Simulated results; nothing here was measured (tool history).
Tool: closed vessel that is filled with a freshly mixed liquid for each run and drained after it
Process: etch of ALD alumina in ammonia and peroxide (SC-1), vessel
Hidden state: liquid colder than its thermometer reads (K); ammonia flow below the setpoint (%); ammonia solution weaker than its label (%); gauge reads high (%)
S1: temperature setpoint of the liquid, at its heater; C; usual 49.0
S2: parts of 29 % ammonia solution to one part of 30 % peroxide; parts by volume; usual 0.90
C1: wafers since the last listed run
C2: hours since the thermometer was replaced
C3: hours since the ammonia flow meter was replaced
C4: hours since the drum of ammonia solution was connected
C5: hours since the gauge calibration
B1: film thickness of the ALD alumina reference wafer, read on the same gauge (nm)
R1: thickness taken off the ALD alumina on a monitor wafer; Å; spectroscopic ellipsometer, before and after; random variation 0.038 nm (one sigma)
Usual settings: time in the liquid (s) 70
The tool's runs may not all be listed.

{"run": 1, "hour": 0.0, "S1": 42.0, "S2": 0.9, "time in the liquid (s)": 70, "C1": 0, "C2": 236.6, "C3": 1397.9, "C4": 805.3, "C5": 350.2, "B1": 150.02, "R1": 37.5}
{"run": 2, "hour": 24.2, "S1": 49.0, "S2": 0.9, "time in the liquid (s)": 70, "C1": 3496, "C2": 260.8, "C3": 1422.1, "C4": 829.5, "C5": 374.4, "B1": 150.03, "R1": 54.9}
{"run": 3, "hour": 56.7, "S1": 49.0, "S2": 0.9, "time in the liquid (s)": 70, "C1": 4696, "C2": 293.3, "C3": 1454.6, "C4": 862.0, "C5": 406.9, "B1": 150.01, "R1": 54.8}
{"run": 4, "hour": 72.6, "S1": 49.0, "S2": 0.9, "time in the liquid (s)": 70, "C1": 2297, "C2": 309.2, "C3": 1470.5, "C4": 877.9, "C5": 422.8, "B1": 149.99, "R1": 54.6}
{"run": 5, "hour": 86.7, "S1": 49.0, "S2": 0.9, "time in the liquid (s)": 70, "C1": 2037, "C2": 323.3, "C3": 1484.6, "C4": 892.0, "C5": 436.9, "B1": 150.03, "R1": 54.9}
{"run": 6, "hour": 119.7, "S1": 49.0, "S2": 0.9, "time in the liquid (s)": 70, "C1": 4768, "C2": 356.3, "C3": 1517.6, "C4": 925.0, "C5": 469.9, "B1": 150.0, "R1": 54.7}
{"run": 7, "hour": 145.8, "S1": 49.0, "S2": 0.9, "time in the liquid (s)": 70, "C1": 3771, "C2": 382.4, "C3": 1543.7, "C4": 951.1, "C5": 496.0, "B1": 150.04, "R1": 53.8}
{"run": 8, "hour": 169.2, "S1": 49.0, "S2": 0.9, "time in the liquid (s)": 70, "C1": 3381, "C2": 405.8, "C3": 1567.1, "C4": 974.5, "C5": 519.4, "B1": 149.99, "R1": 53.6}
{"hour": 190.9, "done": "ammonia flow meter replaced"}
{"run": 9, "hour": 192.1, "S1": 49.0, "S2": 0.9, "time in the liquid (s)": 70, "C1": 3164, "C2": 428.7, "C3": 1.2, "C4": 997.4, "C5": 542.3, "B1": 150.01, "R1": 52.9}
{"hour": 198.1, "done": "gauge calibrated"}
{"run": 10, "hour": 208.2, "S1": 49.0, "S2": 0.9, "time in the liquid (s)": 70, "C1": 2326, "C2": 444.8, "C3": 17.3, "C4": 1013.5, "C5": 10.1, "B1": 150.0, "R1": 53.3}
{"run": 11, "hour": 229.4, "S1": 56.5, "S2": 0.9, "time in the liquid (s)": 105, "C1": 3063, "C2": 466.0, "C3": 38.5, "C4": 1034.7, "C5": 31.3, "B1": 149.94, "R1": 120.1}
{"hour": 244.2, "done": "new drum of ammonia solution connected"}
{"run": 12, "hour": 249.7, "S1": 49.0, "S2": 0.9, "time in the liquid (s)": 70, "C1": 2788, "C2": 486.3, "C3": 58.8, "C4": 5.5, "C5": 51.6, "B1": 150.0, "R1": 53.0}
{"run": 13, "hour": 266.9, "S1": 49.0, "S2": 1.05, "time in the liquid (s)": 100, "C1": 2485, "C2": 503.5, "C3": 76.0, "C4": 22.7, "C5": 68.8, "B1": 149.99, "R1": 77.0}
{"run": 14, "hour": 300.3, "S1": 49.0, "S2": 1.2, "time in the liquid (s)": 80, "C1": 4826, "C2": 536.9, "C3": 109.4, "C4": 56.1, "C5": 102.2, "B1": 150.02, "R1": 61.7}
{"run": 15, "hour": 334.9, "S1": 49.0, "S2": 0.9, "time in the liquid (s)": 100, "C1": 4999, "C2": 571.5, "C3": 144.0, "C4": 90.7, "C5": 136.8, "B1": 149.98, "R1": 75.2}
{"run": 16, "hour": 355.8, "S1": 44.5, "S2": 0.9, "time in the liquid (s)": 70, "C1": 3019, "C2": 592.4, "C3": 164.9, "C4": 111.6, "C5": 157.7, "B1": 149.93, "R1": 40.1}
{"hour": 367.3, "done": "thermometer replaced"}
{"run": 17, "hour": 378.0, "S1": 49.0, "S2": 1.15, "time in the liquid (s)": 70, "C1": 3063, "C2": 10.7, "C3": 187.1, "C4": 133.8, "C5": 179.9, "B1": 149.98, "R1": 58.4}
{"run": 18, "hour": 482.2, "S1": 49.0, "S2": 0.9, "time in the liquid (s)": 70, "C1": 15056, "C2": 114.9, "C3": 291.3, "C4": 238.0, "C5": 284.1, "B1": 150.02, "R1": 56.3}

4 ways to go on from here, each from the tool as it stands after run 18. What would each give?
{"run": "A", "hour": 482.9, "S1": 52.0, "S2": 0.9, "time in the liquid (s)": 70, "C1": 101, "C2": 115.6, "C3": 292.0, "C4": 238.7, "C5": 284.8, "B1": "?", "R1": "?"}
{"run": "B", "hour": 482.9, "S1": 56.5, "S2": 0.75, "time in the liquid (s)": 70, "C1": 101, "C2": 115.6, "C3": 292.0, "C4": 238.7, "C5": 284.8, "B1": "?", "R1": "?"}
{"run": "C", "hour": 482.9, "S1": 53.5, "S2": 1.2, "time in the liquid (s)": 60, "C1": 101, "C2": 115.6, "C3": 292.0, "C4": 238.7, "C5": 284.8, "B1": "?", "R1": "?"}
{"run": "D", "hour": 482.9, "S1": 56.0, "S2": 0.7, "time in the liquid (s)": 95, "C1": 101, "C2": 115.6, "C3": 292.0, "C4": 238.7, "C5": 284.8, "B1": "?", "R1": "?"}

run=A B1=150.00 R1=65.3
run=B B1=150.00 R1=81.7
run=C B1=150.00 R1=62.4
run=D B1=150.00 R1=107.2
Without the tool's hidden state the same runs would have given:
run=A R1=67.5
run=B R1=84.4
run=C R1=64.5
run=D R1=110.8

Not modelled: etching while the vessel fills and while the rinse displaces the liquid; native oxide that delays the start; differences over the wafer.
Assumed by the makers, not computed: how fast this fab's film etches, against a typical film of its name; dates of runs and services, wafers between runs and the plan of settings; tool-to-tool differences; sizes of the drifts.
